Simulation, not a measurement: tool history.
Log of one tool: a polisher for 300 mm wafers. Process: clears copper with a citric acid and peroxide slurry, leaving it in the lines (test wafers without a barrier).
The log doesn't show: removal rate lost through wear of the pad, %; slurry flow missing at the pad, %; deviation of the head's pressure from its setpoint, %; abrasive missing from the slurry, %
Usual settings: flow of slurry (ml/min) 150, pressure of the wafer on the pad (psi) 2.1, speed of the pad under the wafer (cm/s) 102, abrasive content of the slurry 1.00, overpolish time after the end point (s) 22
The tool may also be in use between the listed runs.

run	hour	flow of slurry (ml/min)	pressure of the wafer on the pad (psi)	speed of the pad under the wafer (cm/s)	abrasive content of the slurry	overpolish time after the end point (s)	wafers since the last listed run	wafers polished on this pad	hours since the slurry nozzle was cleaned	hours since the head pressure was calibrated	hours since the slurry blender was calibrated	incoming thickness of the incoming film, nm	time until the end point was called (s)	dishing of a wide line in a test structure (Å)
1	0.0	150	2.1	102	1.00	22	0	525	87.4	630.2	344.0	266.2	141.1	269
2	39.0	150	2.1	102	1.00	22	144	670	126.4	669.2	383.0	270.9	140.9	276
3	75.9	150	2.1	102	1.00	22	136	806	163.3	706.1	419.9	269.5	145.7	275
# hour 85.2: slurry blender recalibrated
4	109.1	150	2.1	102	1.00	22	115	922	196.5	739.3	23.9	266.6	143.4	266
# hour 134.1: worn pad replaced by a new one
5	172.0	150	2.1	102	1.00	22	218	140	259.4	802.2	86.8	271.6	144.3	273
6	197.9	150	2.1	102	1.00	22	95	236	285.3	828.1	112.7	270.6	145.2	272
7	228.6	150	2.1	102	1.00	26	113	350	316.0	858.8	143.4	269.2	146.8	315
8	293.5	150	2.1	102	1.00	26	240	590	380.9	923.7	208.3	273.0	149.4	303
9	355.3	150	2.1	102	1.00	26	229	819	442.7	985.5	270.1	273.7	153.6	312
# hour 400.9: slurry nozzle cleaned
10	405.6	150	2.1	102	1.05	26	182	1002	4.7	1035.8	320.4	268.2	139.7	322
# hour 440.4: worn pad replaced by a new one
11	448.2	150	2.1	102	1.05	26	143	29	47.3	1078.4	363.0	272.2	143.5	327
12	482.1	150	2.1	102	1.00	12	125	154	81.2	1112.3	396.9	268.8	142.8	155
# hour 527.4: slurry blender recalibrated
13	547.0	150	2.1	102	1.00	12	233	387	146.1	1177.2	19.6	271.1	142.6	154
# hour 576.2: head pressure recalibrated
14	612.8	150	2.1	102	1.00	22	236	624	211.9	36.6	85.4	267.2	140.4	275
15	678.6	150	2.1	102	1.15	28	243	868	277.7	102.4	151.2	271.4	139.9	349
# hour 721.2: worn pad replaced by a new one
16	806.2	150	2.1	102	1.25	16	458	314	405.3	230.0	278.8	266.5	139.0	201
# hour 838.9: slurry nozzle cleaned
17	873.5	150	2.1	102	0.75	22	245	560	34.6	297.3	346.1	268.5	152.5	267
18	928.8	150	2.7	102	1.00	22	204	765	89.9	352.6	401.4	271.5	122.3	324
19	953.6	150	2.1	102	1.00	22	91	857	114.7	377.4	426.2	274.0	143.6	275
# hour 968.9: worn pad replaced by a new one
# hour 972.0: slurry blender recalibrated
20	991.1	150	2.1	102	1.00	22	116	74	152.2	414.9	19.1	265.9	142.4	273
21	1061.2	150	2.1	78	1.00	22	259	334	222.3	485.0	89.2	270.2	179.4	231
22	1127.3	170	2.1	102	1.00	22	244	579	288.4	551.1	155.3	270.4	140.6	270
23	1169.2	150	1.8	92	1.25	16	155	735	330.3	593.0	197.2	272.9	167.2	176
24	1203.0	150	2.1	102	1.00	35	125	860	364.1	626.8	231.0	273.5	149.1	390
# hour 1242.5: worn pad replaced by a new one
25	1256.4	150	1.8	92	1.25	16	183	51	417.5	680.2	284.4	270.3	169.2	171
26	1280.5	150	2.1	88	0.90	32	89	140	441.6	704.3	308.5	270.1	173.3	327
# hour 1317.7: slurry nozzle cleaned
27	1351.5	150	2.1	102	1.00	22	259	400	33.8	775.3	379.5	269.4	144.3	271
# hour 1406.1: slurry blender recalibrated
28	1410.1	150	1.6	78	1.00	17	209	610	92.4	833.9	4.0	266.6	204.3	151

Forecast each of these 3 alternatives for the next run:
A	1410.6	120	2.1	102	1.00	22	1	612	92.9	834.4	4.5	269.7	?	?
B	1410.6	150	2.1	102	1.10	22	1	612	92.9	834.4	4.5	269.7	?	?
C	1410.6	120	1.8	102	1.00	22	1	612	92.9	834.4	4.5	269.7	?	?

run	time until the end point was called (s)	dishing of a wide line in a test structure (Å)
A	153.3	263
B	143.0	280
C	170.8	238
Without the tool's hidden state the same runs would have given:
run	time until the end point was called (s)	dishing of a wide line in a test structure (Å)
A	152.8	264
B	142.6	281
C	170.2	239
